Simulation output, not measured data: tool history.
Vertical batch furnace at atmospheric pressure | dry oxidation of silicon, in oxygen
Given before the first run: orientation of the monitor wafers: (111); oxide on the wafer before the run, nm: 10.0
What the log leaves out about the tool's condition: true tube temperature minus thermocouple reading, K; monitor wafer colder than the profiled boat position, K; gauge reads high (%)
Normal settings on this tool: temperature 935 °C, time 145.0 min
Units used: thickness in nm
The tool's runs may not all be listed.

run,hour,temperature,time,wafers since the last listed run,hours since the last temperature calibration,hours since the boat lift was adjusted,hours since the gauge calibration,"read-back reference wafer on the same gauge, thickness",thickness
1,0.0,935,145.0,0,3245.1,1845.2,78.3,68.00,83.59
2,18.7,935,145.0,106,3263.8,1863.9,97.0,68.02,84.11
3,40.7,935,145.0,124,3285.8,1885.9,119.0,67.99,84.05
4,65.3,935,145.0,139,3310.4,1910.5,143.6,68.00,83.92
5,89.5,935,145.0,137,3334.6,1934.7,167.8,67.92,83.78
6,112.0,935,145.0,127,3357.1,1957.2,190.3,68.02,84.03
7,131.2,935,145.0,109,3376.3,1976.4,209.5,67.98,83.91
8,150.7,935,145.0,110,3395.8,1995.9,229.0,67.97,83.81
9,213.1,935,145.0,354,3458.2,2058.3,291.4,67.97,84.16
10,227.0,935,130.0,78,3472.1,2072.2,305.3,67.97,78.26
11,253.4,935,130.0,149,3498.5,2098.6,331.7,67.94,78.33
12,280.5,935,130.0,153,3525.6,2125.7,358.8,67.88,78.16
# hour 309.2: thermocouples replaced and temperature profile calibrated
13,309.7,935,97.0,29,0.5,2154.9,388.0,68.07,62.91
14,373.6,935,97.0,363,64.4,2218.8,451.9,67.91,62.79
# hour 401.2: boat lift adjusted
15,401.7,935,97.0,23,92.5,0.5,480.0,67.93,62.88
16,414.8,930,145.0,74,105.6,13.6,493.1,68.06,78.31
17,436.3,930,145.0,122,127.1,35.1,514.6,68.00,78.24
# hour 451.4: gauge calibrated
18,465.6,935,145.0,166,156.4,64.4,14.2,67.99,82.00
19,484.0,941,172.5,104,174.8,82.8,32.6,68.05,95.71
20,511.1,949,121.5,153,201.9,109.9,59.7,68.01,80.87
21,540.0,935,145.0,164,230.8,138.8,88.6,67.96,81.72
22,560.4,935,208.0,115,251.2,159.2,109.0,67.96,103.20
23,571.9,944,145.0,65,262.7,170.7,120.5,68.11,87.41
24,582.5,935,145.0,60,273.3,181.3,131.1,68.01,81.96
25,610.7,951,145.0,160,301.5,209.5,159.3,67.99,92.50
26,636.4,919,115.0,145,327.2,235.2,185.0,67.98,61.88
27,662.5,928,184.5,148,353.3,261.3,211.1,68.10,90.68
28,691.7,935,145.0,165,382.5,290.5,240.3,68.01,82.43
29,710.5,910,145.0,106,401.3,309.3,259.1,67.92,66.13
30,736.8,954,192.5,149,427.6,335.6,285.4,68.04,113.80
31,756.0,948,91.5,109,446.8,354.8,304.6,68.06,67.32
32,771.7,944,145.0,89,462.5,370.5,320.3,68.01,87.41
33,784.2,924,215.0,71,475.0,383.0,332.8,68.03,97.51
34,803.4,921,94.5,109,494.2,402.2,352.0,68.06,55.76
35,828.1,935,160.0,140,518.9,426.9,376.7,68.02,87.99
36,857.0,913,145.0,164,547.8,455.8,405.6,68.04,68.32
37,872.8,956,107.0,89,563.6,471.6,421.4,67.98,79.32
38,891.3,935,178.5,105,582.1,490.1,439.9,68.06,94.22
39,903.3,959,76.0,68,594.1,502.1,451.9,67.97,65.25
40,919.7,953,210.0,93,610.5,518.5,468.3,67.91,119.00

Some steps in thickness, run to run, broken into two amounts with sign: the step expected even without the hidden condition (settings, incoming material, random variation), and the rest, left for the hidden condition together with whatever gauge scatter is not in both the measured and the hidden-condition-free result:
Run 12 -> 13: time 130.0 -> 97.0, thermocouples replaced and temperature profile calibrated. thickness -15.25 nm: hidden state -2.74, all else -12.51.
Run 29 -> 30: temperature 910 -> 954, time 145.0 -> 192.5. thickness +47.67 nm: hidden state +0.52, all else +47.15.
Run 30 -> 31: temperature 954 -> 948, time 192.5 -> 91.5. thickness -46.48 nm: hidden state -0.68, all else -45.80.
Run 33 -> 34: temperature 924 -> 921, time 215.0 -> 94.5. thickness -41.75 nm: hidden state -0.82, all else -40.93.
Run 39 -> 40: temperature 959 -> 953, time 76.0 -> 210.0. thickness +53.75 nm: hidden state +1.06, all else +52.69.
